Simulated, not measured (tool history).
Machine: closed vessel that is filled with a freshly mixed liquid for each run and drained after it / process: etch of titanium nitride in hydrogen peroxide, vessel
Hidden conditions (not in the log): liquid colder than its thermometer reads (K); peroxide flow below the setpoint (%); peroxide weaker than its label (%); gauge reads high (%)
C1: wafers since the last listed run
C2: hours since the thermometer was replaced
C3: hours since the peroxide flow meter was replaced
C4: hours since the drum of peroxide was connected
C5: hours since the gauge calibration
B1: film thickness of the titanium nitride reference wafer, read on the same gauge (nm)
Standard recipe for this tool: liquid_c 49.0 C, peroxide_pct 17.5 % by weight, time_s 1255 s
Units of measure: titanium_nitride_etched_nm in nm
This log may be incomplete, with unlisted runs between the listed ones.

run 1 hour=0.0 | liquid_c=49.0 peroxide_pct=17.5 time_s=1255 | C1=0 C2=361.6 C3=1352.7 C4=274.3 C5=340.1 | B1=50.00 | titanium_nitride_etched_nm=26.52
run 2 hour=91.5 | liquid_c=45.0 peroxide_pct=17.5 time_s=725 | C1=4966 C2=453.1 C3=1444.2 C4=365.8 C5=431.6 | B1=49.99 | titanium_nitride_etched_nm=11.24
run 3 hour=150.5 | liquid_c=49.0 peroxide_pct=17.5 time_s=1255 | C1=3202 C2=512.1 C3=1503.2 C4=424.8 C5=490.6 | B1=50.00 | titanium_nitride_etched_nm=26.31
run 4 hour=200.6 | liquid_c=49.0 peroxide_pct=17.5 time_s=1255 | C1=2719 C2=562.2 C3=1553.3 C4=474.9 C5=540.7 | B1=50.00 | titanium_nitride_etched_nm=26.13
run 5 hour=260.4 | liquid_c=49.0 peroxide_pct=17.5 time_s=1255 | C1=3245 C2=622.0 C3=1613.1 C4=534.7 C5=600.5 | B1=50.00 | titanium_nitride_etched_nm=25.57
-- hour=295.1 new drum of peroxide connected
run 6 hour=423.9 | liquid_c=49.0 peroxide_pct=19.5 time_s=1255 | C1=8820 C2=785.5 C3=1776.6 C4=128.8 C5=764.0 | B1=50.01 | titanium_nitride_etched_nm=25.70
-- hour=442.8 thermometer replaced
-- hour=464.6 peroxide flow meter replaced
run 7 hour=495.3 | liquid_c=49.0 peroxide_pct=19.5 time_s=1255 | C1=3766 C2=52.5 C3=30.7 C4=200.2 C5=835.4 | B1=49.97 | titanium_nitride_etched_nm=23.38
run 8 hour=556.8 | liquid_c=54.5 peroxide_pct=16.0 time_s=1975 | C1=3338 C2=114.0 C3=92.2 C4=261.7 C5=896.9 | B1=50.02 | titanium_nitride_etched_nm=50.72
-- hour=602.3 thermometer replaced, repeated, since the last time left the tool worse
run 9 hour=622.8 | liquid_c=49.0 peroxide_pct=17.5 time_s=1255 | C1=3528 C2=20.5 C3=158.2 C4=327.7 C5=962.9 | B1=50.00 | titanium_nitride_etched_nm=28.49
-- hour=645.0 gauge calibrated
run 10 hour=667.3 | liquid_c=39.5 peroxide_pct=21.0 time_s=895 | C1=2415 C2=65.0 C3=202.7 C4=372.2 C5=22.3 | B1=50.00 | titanium_nitride_etched_nm=10.10
run 11 hour=701.1 | liquid_c=44.5 peroxide_pct=13.5 time_s=660 | C1=1834 C2=98.8 C3=236.5 C4=406.0 C5=56.1 | B1=49.99 | titanium_nitride_etched_nm=9.86
run 12 hour=755.0 | liquid_c=49.0 peroxide_pct=17.5 time_s=1255 | C1=2925 C2=152.7 C3=290.4 C4=459.9 C5=110.0 | B1=49.99 | titanium_nitride_etched_nm=27.59
run 13 hour=809.8 | liquid_c=49.0 peroxide_pct=20.0 time_s=645 | C1=2974 C2=207.5 C3=345.2 C4=514.7 C5=164.8 | B1=50.01 | titanium_nitride_etched_nm=14.30
run 14 hour=845.6 | liquid_c=39.5 peroxide_pct=22.0 time_s=1975 | C1=1943 C2=243.3 C3=381.0 C4=550.5 C5=200.6 | B1=49.99 | titanium_nitride_etched_nm=22.21

List, for all runs, the conditions of the tool that the log does not record:
peroxide flow below the setpoint (%): 0, the same for each run
peroxide weaker than its label (%): 0, the same for each run
gauge reads high (%): 0, the same for each run
H1: liquid colder than its thermometer reads (K)
run=1 H1=0.785
run=2 H1=0.98
run=3 H1=1.11
run=4 H1=1.21
run=5 H1=1.34
run=6 H1=1.69
run=7 H1=3.01
run=8 H1=3.14
run=9 H1=0.0759
run=10 H1=0.171
run=11 H1=0.243
run=12 H1=0.357
run=13 H1=0.474
run=14 H1=0.55

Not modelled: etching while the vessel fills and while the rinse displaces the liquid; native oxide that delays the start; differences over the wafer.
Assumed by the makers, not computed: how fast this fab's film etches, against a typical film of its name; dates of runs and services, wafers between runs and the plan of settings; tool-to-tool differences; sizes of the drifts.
